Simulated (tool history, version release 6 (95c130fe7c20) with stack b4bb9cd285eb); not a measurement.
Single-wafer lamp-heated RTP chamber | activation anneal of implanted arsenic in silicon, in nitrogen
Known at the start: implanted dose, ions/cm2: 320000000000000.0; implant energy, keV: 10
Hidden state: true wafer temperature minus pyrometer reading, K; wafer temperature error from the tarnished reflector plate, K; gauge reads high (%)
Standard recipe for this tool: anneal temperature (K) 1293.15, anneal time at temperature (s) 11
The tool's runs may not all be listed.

run,hour,anneal temperature (K),anneal time at temperature (s),wafers since the last listed run,wafers since the last pyrometer calibration,wafers since the reflector plate was cleaned,hours since the gauge calibration,"read-back reference wafer on the same gauge, sheet resistance",sheet resistance of the implanted and annealed layer (ohm/square)
1,0.0,1293.15,9,0,5,2676,364.9,284.01,333.95
2,27.0,1293.15,9,267,272,2944,391.9,284.01,333.37
3,60.5,1293.15,9,332,604,3276,425.4,283.95,332.57
4,93.7,1293.15,11,329,933,3605,458.6,284.03,331.62
5,122.2,1293.15,11,282,1216,3887,487.1,283.86,331.16
6,156.3,1293.15,11,338,1554,4225,521.2,284.00,329.91
7,188.0,1293.15,8,314,1868,4539,552.9,284.03,333.50
8,207.7,1293.15,8,195,2063,4735,572.6,283.98,333.36
# hour 241.4: pyrometer window cleaned and pyrometer calibrated
9,243.1,1293.15,8,271,16,5006,608.0,283.96,335.42
10,274.0,1277.15,12,306,323,5313,638.9,284.05,334.60
11,297.8,1293.15,11,235,559,5548,662.7,284.15,331.74
12,317.7,1293.15,11,197,756,5746,682.6,283.95,330.91
13,332.4,1293.15,11,145,902,5891,697.3,284.03,331.00
14,360.1,1293.15,11,274,1176,6166,725.0,283.92,331.99
15,381.3,1293.15,11,210,1386,6376,746.2,284.04,330.99
16,413.3,1318.15,11,317,1703,6693,778.2,284.04,323.51
17,434.1,1293.15,11,206,1910,6899,799.0,284.01,331.57
18,457.7,1281.15,11,233,2144,7133,822.6,284.05,331.73
19,493.5,1313.15,6,354,2498,7488,858.4,283.93,330.94
# hour 505.4: pyrometer window cleaned and pyrometer calibrated
20,512.8,1273.15,17,112,73,7600,877.7,284.04,331.94
21,548.6,1321.15,5,354,427,7955,913.5,283.96,333.76
# hour 562.3: reflector plate cleaned
22,566.3,1285.15,7,96,524,40,931.2,283.95,337.23
23,598.0,1293.15,11,314,838,354,962.9,283.96,330.14
24,624.0,1273.15,11,257,1095,612,988.9,284.08,336.01
# hour 639.4: gauge calibrated
25,652.9,1320.15,13,286,1382,898,13.5,283.86,322.33
26,673.5,1293.15,11,204,1586,1102,34.1,284.04,330.29
27,695.0,1277.15,17,213,1799,1315,55.6,284.04,329.88
28,709.1,1293.15,9,139,1939,1455,69.7,284.04,332.08
29,736.2,1319.15,16,268,2208,1724,96.8,283.93,317.81
# hour 776.7: pyrometer window cleaned and pyrometer calibrated
30,777.2,1272.15,6,327,5,2051,137.8,284.02,341.40
31,791.5,1301.15,5,141,146,2193,152.1,283.97,337.98
32,818.1,1293.15,11,263,410,2456,178.7,283.98,331.91
33,840.4,1272.15,15,221,631,2677,201.0,283.98,333.05
34,863.4,1293.15,15,227,859,2905,224.0,283.93,327.06
35,885.9,1317.15,14,223,1082,3128,246.5,284.06,322.03
36,900.5,1266.15,11,144,1227,3273,261.1,284.03,336.05
37,924.4,1263.15,17,236,1464,3510,285.0,284.07,333.65
38,952.9,1263.15,8,282,1746,3792,313.5,283.92,338.07

Had the tool no unlogged condition, and each run kept its random variation, what would the results have been?
run,sheet resistance of the implanted and annealed layer (ohm/square)
1,334.23
2,334.36
3,334.17
4,333.83
5,333.64
6,332.61
7,335.98
8,335.89
9,335.71
10,335.64
11,333.40
12,332.88
13,333.16
14,334.43
15,333.59
16,326.97
17,334.43
18,334.31
19,333.73
20,332.24
21,334.88
22,338.39
23,332.09
24,337.83
25,325.61
26,332.81
27,332.57
28,334.51
29,321.70
30,341.52
31,338.44
32,333.13
33,334.56
34,329.29
35,325.02
36,337.84
37,335.85
38,339.93
